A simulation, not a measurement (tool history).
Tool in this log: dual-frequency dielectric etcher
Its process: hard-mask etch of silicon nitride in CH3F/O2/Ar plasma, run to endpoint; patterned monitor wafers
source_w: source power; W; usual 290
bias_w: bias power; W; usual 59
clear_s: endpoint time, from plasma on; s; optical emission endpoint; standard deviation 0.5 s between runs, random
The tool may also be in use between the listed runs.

run   hour  source_w  bias_w  incoming incoming film thickness, nm  clear_s
  1      0       320      48                                 38.89     61.7
  2   24.7       320      48                                 38.58     60.4
  3   49.5       280      59                                 39.25     61.4
  4   69.8       280      59                                 38.69     61.4
  5  102.6       280      59                                 39.13     61.8
  6  118.5       310      59                                 39.06       59
  7  153.4       310      59                                 38.75       58
  8  169.6       290      59                                 39.09     59.8
  9    202       290      59                                 38.65     59.1
     227.1  -- source power generator calibrated
 10  231.8       290      53                                 39.14     61.3
 11  253.3       290      53                                 38.73     60.5
     292.8  -- bias power generator calibrated
     297.9  -- wet clean of the chamber
 12  298.4       290      59                                 39.37     64.1
 13  306.4       290      59                                 39.13     62.8

The next listed run, before its measurement:
 14  319.6       340      64                                 38.77        ?

clear_s: 58.5 s
Take away the tool's hidden state, keep the run-to-run variation as it was, and the same run would have given clear_s 58.4 s.

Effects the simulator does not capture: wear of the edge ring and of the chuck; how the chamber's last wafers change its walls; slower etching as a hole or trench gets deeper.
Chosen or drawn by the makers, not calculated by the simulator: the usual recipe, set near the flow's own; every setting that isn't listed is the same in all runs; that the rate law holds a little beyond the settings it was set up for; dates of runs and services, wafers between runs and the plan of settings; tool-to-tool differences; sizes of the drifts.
